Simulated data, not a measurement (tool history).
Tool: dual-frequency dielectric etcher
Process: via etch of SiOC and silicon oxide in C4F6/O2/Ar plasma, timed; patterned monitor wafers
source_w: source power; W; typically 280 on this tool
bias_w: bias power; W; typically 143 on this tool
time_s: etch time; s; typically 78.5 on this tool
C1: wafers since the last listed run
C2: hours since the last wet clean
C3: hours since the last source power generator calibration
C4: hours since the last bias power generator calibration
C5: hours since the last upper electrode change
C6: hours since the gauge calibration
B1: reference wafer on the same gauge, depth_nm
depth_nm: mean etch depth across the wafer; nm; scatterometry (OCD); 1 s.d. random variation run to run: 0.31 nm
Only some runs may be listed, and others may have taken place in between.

Run 1, hour 0.0: usual settings but bias_w 151 W; C1 0; C2 293.8; C3 677.4; C4 615.1; C5 3550.5; C6 970.1; B1 74.0. Result: depth_nm 77.9 nm.
Run 2, hour 47.6: usual settings but bias_w 151 W; C1 576; C2 341.4; C3 725.0; C4 662.7; C5 3598.1; C6 1017.7; B1 74.1. Result: depth_nm 77.7 nm.
Run 3, hour 133.8: usual settings; C1 1043; C2 427.6; C3 811.2; C4 748.9; C5 3684.3; C6 1103.9; B1 74.0. Result: depth_nm 76.4 nm.
Run 4, hour 241.2: usual settings; C1 1300; C2 535.0; C3 918.6; C4 856.3; C5 3791.7; C6 1211.3; B1 74.1. Result: depth_nm 76.4 nm.
At hour 367.3: wet clean of the chamber.
Run 5, hour 367.8: usual settings; C1 1242; C2 0.5; C3 1045.2; C4 982.9; C5 3918.3; C6 1337.9; B1 74.0. Result: depth_nm 75.6 nm.
Run 6, hour 398.9: usual settings; C1 376; C2 31.6; C3 1076.3; C4 1014.0; C5 3949.4; C6 1369.0; B1 74.0. Result: depth_nm 75.9 nm.
Run 7, hour 443.8: usual settings; C1 543; C2 76.5; C3 1121.2; C4 1058.9; C5 3994.3; C6 1413.9; B1 74.0. Result: depth_nm 76.7 nm.
Run 8, hour 491.7: usual settings but bias_w 159 W; C1 579; C2 124.4; C3 1169.1; C4 1106.8; C5 4042.2; C6 1461.8; B1 74.1. Result: depth_nm 80.0 nm.
Run 9, hour 594.2: usual settings; C1 1240; C2 226.9; C3 1271.6; C4 1209.3; C5 4144.7; C6 1564.3; B1 74.0. Result: depth_nm 75.6 nm.
Run 10, hour 664.9: usual settings; C1 855; C2 297.6; C3 1342.3; C4 1280.0; C5 4215.4; C6 1635.0; B1 73.9. Result: depth_nm 76.0 nm.
Run 11, hour 712.0: usual settings; C1 570; C2 344.7; C3 1389.4; C4 1327.1; C5 4262.5; C6 1682.1; B1 74.1. Result: depth_nm 75.7 nm.
At hour 762.0: gauge calibrated.
Run 12, hour 793.3: usual settings but source_w 240 W, bias_w 118 W, time_s 97.0 s; C1 984; C2 426.0; C3 1470.7; C4 1408.4; C5 4343.8; C6 31.3; B1 74.1. Result: depth_nm 82.6 nm.
At hour 835.8: upper electrode replaced.
Run 13, hour 846.4: usual settings but source_w 340 W, bias_w 153 W, time_s 86.5 s; C1 352; C2 479.1; C3 1523.8; C4 1461.5; C5 10.6; C6 84.4; B1 73.9. Result: depth_nm 92.1 nm.
At hour 1062.9: bias power generator calibrated.
At hour 1103.4: wet clean of the chamber.
Run 14, hour 1103.9: usual settings but source_w 220 W; C1 2778; C2 0.5; C3 1781.3; C4 41.0; C5 268.1; C6 341.9; B1 73.8. Result: depth_nm 72.1 nm.
At hour 1134.5: source power generator calibrated.
Run 15, hour 1177.2: usual settings; C1 838; C2 73.8; C3 42.7; C4 114.3; C5 341.4; C6 415.2; B1 74.0. Result: depth_nm 76.1 nm.
Run 16, hour 1268.1: usual settings but source_w 240 W, time_s 71.5 s; C1 1100; C2 164.7; C3 133.6; C4 205.2; C5 432.3; C6 506.1; B1 74.2. Result: depth_nm 66.1 nm.
Run 17, hour 1366.9: usual settings but time_s 61.5 s; C1 1196; C2 263.5; C3 232.4; C4 304.0; C5 531.1; C6 604.9; B1 74.0. Result: depth_nm 59.7 nm.
Run 18, hour 1442.1: usual settings; C1 910; C2 338.7; C3 307.6; C4 379.2; C5 606.3; C6 680.1; B1 74.0. Result: depth_nm 76.2 nm.
Run 19, hour 1497.5: usual settings; C1 670; C2 394.1; C3 363.0; C4 434.6; C5 661.7; C6 735.5; B1 74.0. Result: depth_nm 76.3 nm.
Run 20, hour 1568.6: usual settings; C1 860; C2 465.2; C3 434.1; C4 505.7; C5 732.8; C6 806.6; B1 74.0. Result: depth_nm 75.6 nm.
Run 21, hour 1619.7: usual settings but time_s 71.5 s; C1 618; C2 516.3; C3 485.2; C4 556.8; C5 783.9; C6 857.7; B1 74.0. Result: depth_nm 69.1 nm.
Run 22, hour 1677.6: usual settings but source_w 230 W, time_s 57.5 s; C1 700; C2 574.2; C3 543.1; C4 614.7; C5 841.8; C6 915.6; B1 73.9. Result: depth_nm 52.5 nm.

Across each entry between runs, compare the hidden state at the last listed run before it with the hidden state at the first listed run after it:
After run 4, before run 5: wet clean of the chamber (hour 367.3)
  source power that arrives over what is set, %: 3.51 -> 3.88; bias power that arrives over what is set, %: -2.47 -> -2.85
  measured value less the no-hidden-state value, depth_nm: +0.1 -> +0.1 nm
After run 11, before run 12: gauge calibrated (hour 762.0)
  source power that arrives over what is set, %: 4.89 -> 5.13; bias power that arrives over what is set, %: -3.87 -> -4.12
  measured value less the no-hidden-state value, depth_nm: +0.0 -> +0.0 nm
After run 12, before run 13: upper electrode replaced (hour 835.8)
  source power that arrives over what is set, %: 5.13 -> 5.28; bias power that arrives over what is set, %: -4.12 -> -4.28
  measured value less the no-hidden-state value, depth_nm: +0.0 -> -0.1 nm
After run 13, before run 14: bias power generator calibrated (hour 1062.9); wet clean of the chamber (hour 1103.4)
  source power that arrives over what is set, %: 5.28 -> 6.03; bias power that arrives over what is set, %: -4.28 -> 0.861
  measured value less the no-hidden-state value, depth_nm: -0.1 -> +1.6 nm
After run 14, before run 15: source power generator calibrated (hour 1134.5)
  source power that arrives over what is set, %: 6.03 -> -0.273; bias power that arrives over what is set, %: 0.861 -> 0.641
  measured value less the no-hidden-state value, depth_nm: +1.6 -> +0.2 nm
